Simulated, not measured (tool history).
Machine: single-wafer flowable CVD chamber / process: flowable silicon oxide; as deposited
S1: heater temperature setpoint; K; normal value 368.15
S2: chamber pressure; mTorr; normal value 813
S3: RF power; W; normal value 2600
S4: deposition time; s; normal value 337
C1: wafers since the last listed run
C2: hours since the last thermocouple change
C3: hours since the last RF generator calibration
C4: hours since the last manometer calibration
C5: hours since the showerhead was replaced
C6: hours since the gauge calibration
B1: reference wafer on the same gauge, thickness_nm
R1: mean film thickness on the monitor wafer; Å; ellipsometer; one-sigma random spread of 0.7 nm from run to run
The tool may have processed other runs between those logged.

run 1 hour=0.0 | S1=368.15 S2=813 S3=2600 S4=351 | C1=0 C2=726.5 C3=1196.3 C4=594.2 C5=3421.1 C6=1583.1 | B1=239.090 | R1=2783.55
run 2 hour=37.7 | S1=377.15 S2=813 S3=2600 S4=337 | C1=178 C2=764.2 C3=1234.0 C4=631.9 C5=3458.8 C6=1620.8 | B1=239.076 | R1=2060.36
-- hour=50.5 RF generator calibrated
run 3 hour=76.0 | S1=368.15 S2=813 S3=2185 S4=337 | C1=143 C2=802.5 C3=25.5 C4=670.2 C5=3497.1 C6=1659.1 | B1=239.067 | R1=2581.10
run 4 hour=124.3 | S1=368.15 S2=813 S3=2185 S4=337 | C1=229 C2=850.8 C3=73.8 C4=718.5 C5=3545.4 C6=1707.4 | B1=238.996 | R1=2591.33
run 5 hour=185.9 | S1=368.15 S2=813 S3=2185 S4=337 | C1=292 C2=912.4 C3=135.4 C4=780.1 C5=3607.0 C6=1769.0 | B1=239.042 | R1=2586.69
run 6 hour=243.1 | S1=368.15 S2=813 S3=2600 S4=337 | C1=271 C2=969.6 C3=192.6 C4=837.3 C5=3664.2 C6=1826.2 | B1=239.075 | R1=2693.77
run 7 hour=297.4 | S1=368.15 S2=813 S3=2995 S4=337 | C1=257 C2=1023.9 C3=246.9 C4=891.6 C5=3718.5 C6=1880.5 | B1=238.893 | R1=2732.93
run 8 hour=350.9 | S1=368.15 S2=813 S3=2600 S4=337 | C1=253 C2=1077.4 C3=300.4 C4=945.1 C5=3772.0 C6=1934.0 | B1=239.035 | R1=2691.61
run 9 hour=376.7 | S1=362.15 S2=813 S3=2890 S4=303 | C1=122 C2=1103.2 C3=326.2 C4=970.9 C5=3797.8 C6=1959.8 | B1=238.990 | R1=2919.26
run 10 hour=416.6 | S1=368.15 S2=691 S3=2600 S4=337 | C1=189 C2=1143.1 C3=366.1 C4=1010.8 C5=3837.7 C6=1999.7 | B1=239.063 | R1=2286.90
-- hour=465.1 gauge calibrated
-- hour=474.3 showerhead replaced
run 11 hour=478.8 | S1=360.15 S2=724 S3=3040 S4=337 | C1=257 C2=1205.3 C3=428.3 C4=1073.0 C5=4.5 C6=13.7 | B1=238.989 | R1=3075.97
-- hour=515.1 capacitance manometer re-zeroed and calibrated
run 12 hour=535.1 | S1=368.15 S2=813 S3=2975 S4=337 | C1=229 C2=1261.6 C3=484.6 C4=20.0 C5=60.8 C6=70.0 | B1=239.100 | R1=2734.38
run 13 hour=670.5 | S1=368.15 S2=702 S3=2345 S4=337 | C1=642 C2=1397.0 C3=620.0 C4=155.4 C5=196.2 C6=205.4 | B1=239.044 | R1=2302.39
run 14 hour=700.4 | S1=383.15 S2=813 S3=2600 S4=368 | C1=141 C2=1426.9 C3=649.9 C4=185.3 C5=226.1 C6=235.3 | B1=239.223 | R1=1909.91
run 15 hour=750.9 | S1=356.15 S2=813 S3=2600 S4=337 | C1=239 C2=1477.4 C3=700.4 C4=235.8 C5=276.6 C6=285.8 | B1=239.070 | R1=3767.80
run 16 hour=779.9 | S1=368.15 S2=813 S3=2600 S4=337 | C1=137 C2=1506.4 C3=729.4 C4=264.8 C5=305.6 C6=314.8 | B1=239.049 | R1=2709.35
run 17 hour=840.0 | S1=368.15 S2=813 S3=2600 S4=337 | C1=285 C2=1566.5 C3=789.5 C4=324.9 C5=365.7 C6=374.9 | B1=238.941 | R1=2721.99
run 18 hour=903.4 | S1=368.15 S2=813 S3=3100 S4=337 | C1=300 C2=1629.9 C3=852.9 C4=388.3 C5=429.1 C6=438.3 | B1=238.949 | R1=2771.22
run 19 hour=953.9 | S1=368.15 S2=677 S3=2600 S4=337 | C1=239 C2=1680.4 C3=903.4 C4=438.8 C5=479.6 C6=488.8 | B1=239.118 | R1=2274.86
run 20 hour=993.7 | S1=368.15 S2=702 S3=2600 S4=296 | C1=188 C2=1720.2 C3=943.2 C4=478.6 C5=519.4 C6=528.6 | B1=239.057 | R1=2068.49
run 21 hour=1031.9 | S1=354.15 S2=690 S3=2600 S4=337 | C1=181 C2=1758.4 C3=981.4 C4=516.8 C5=557.6 C6=566.8 | B1=239.189 | R1=3402.94
-- hour=1090.2 thermocouple changed; heater temperature recalibrated
run 22 hour=1090.7 | S1=368.15 S2=813 S3=2835 S4=337 | C1=241 C2=0.5 C3=1040.2 C4=575.6 C5=616.4 C6=625.6 | B1=239.008 | R1=2677.60
run 23 hour=1112.3 | S1=368.15 S2=813 S3=2835 S4=337 | C1=102 C2=22.1 C3=1061.8 C4=597.2 C5=638.0 C6=647.2 | B1=238.939 | R1=2669.83
-- hour=1239.4 RF generator calibrated
run 24 hour=1313.2 | S1=368.15 S2=813 S3=2600 S4=337 | C1=915 C2=223.0 C3=73.8 C4=798.1 C5=838.9 C6=848.1 | B1=239.072 | R1=2645.16
run 25 hour=1370.7 | S1=368.15 S2=813 S3=2600 S4=337 | C1=272 C2=280.5 C3=131.3 C4=855.6 C5=896.4 C6=905.6 | B1=239.005 | R1=2645.01
run 26 hour=1420.3 | S1=357.15 S2=813 S3=2600 S4=337 | C1=235 C2=330.1 C3=180.9 C4=905.2 C5=946.0 C6=955.2 | B1=238.983 | R1=3588.29
run 27 hour=1485.8 | S1=382.15 S2=660 S3=2160 S4=363 | C1=310 C2=395.6 C3=246.4 C4=970.7 C5=1011.5 C6=1020.7 | B1=238.932 | R1=1477.53
run 28 hour=1525.1 | S1=363.15 S2=928 S3=2870 S4=313 | C1=186 C2=434.9 C3=285.7 C4=1010.0 C5=1050.8 C6=1060.0 | B1=239.094 | R1=3290.17
-- hour=1550.4 capacitance manometer re-zeroed and calibrated
run 29 hour=1593.7 | S1=373.15 S2=813 S3=2855 S4=337 | C1=287 C2=503.5 C3=354.3 C4=43.3 C5=1119.4 C6=1128.6 | B1=238.961 | R1=2308.21

Consider 3 possible next runs. They are alternatives, not a sequence: every one starts from the tool as it was left by run 29. What does each give?
run A hour=1594.2 | S1=368.15 S2=813 S3=2600 S4=285 | C1=2 C2=504.0 C3=354.8 C4=43.8 C5=1119.9 C6=1129.1 | B1=? | R1=?
run B hour=1594.2 | S1=375.15 S2=871 S3=2600 S4=364 | C1=2 C2=504.0 C3=354.8 C4=43.8 C5=1119.9 C6=1129.1 | B1=? | R1=?
run C hour=1594.2 | S1=378.15 S2=647 S3=2600 S4=384 | C1=2 C2=504.0 C3=354.8 C4=43.8 C5=1119.9 C6=1129.1 | B1=? | R1=?

run=A B1=239.081 R1=2242.66
run=B B1=239.081 R1=2504.97
run=C B1=239.081 R1=1793.52
What these runs would have given with no unlogged condition in the tool:
run=A R1=2233.40
run=B R1=2494.37
run=C R1=1786.03
